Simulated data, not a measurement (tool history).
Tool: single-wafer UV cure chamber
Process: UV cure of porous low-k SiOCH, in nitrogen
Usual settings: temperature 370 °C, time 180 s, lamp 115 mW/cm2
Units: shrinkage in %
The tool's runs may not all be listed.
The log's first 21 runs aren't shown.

| run | hour | temperature | time | lamp | shrinkage |
|---|---|---|---|---|---|
| 22 | 1650.3 | 370 | 180 | 115 | 13.473 |
| 23 | 1704.8 | 370 | 180 | 131 | 14.034 |
|  | 1742.1 | UV bulbs replaced |
| 24 | 1791.2 | 370 | 180 | 115 | 14.262 |
| 25 | 1888.6 | 370 | 180 | 115 | 14.177 |
| 26 | 1947.9 | 370 | 180 | 138 | 15.341 |
|  | 2014.2 | quartz window cleaned |
| 27 | 2052.3 | 370 | 180 | 115 | 14.220 |
| 28 | 2158.2 | 361 | 180 | 104 | 13.695 |
| 29 | 2359.5 | 370 | 140 | 115 | 12.724 |
| 30 | 2450.2 | 370 | 180 | 115 | 14.368 |
| 31 | 2525.6 | 370 | 95 | 138 | 11.681 |

5 ways to go on from here, each from the tool as it stands after run 31. What would each give?
| A | 2526.0 | 350 | 180 | 115 | ? |
| B | 2526.0 | 387 | 180 | 115 | ? |
| C | 2526.0 | 353 | 180 | 115 | ? |
| D | 2526.0 | 385 | 250 | 144 | ? |
| E | 2526.0 | 390 | 180 | 115 | ? |

| run | shrinkage |
|---|---|
| A | 13.597 |
| B | 14.424 |
| C | 13.668 |
| D | 17.394 |
| E | 14.488 |
Without the tool's hidden state the same runs would have given:
| run | shrinkage |
|---|---|
| A | 13.844 |
| B | 14.675 |
| C | 13.915 |
| D | 17.655 |
| E | 14.739 |
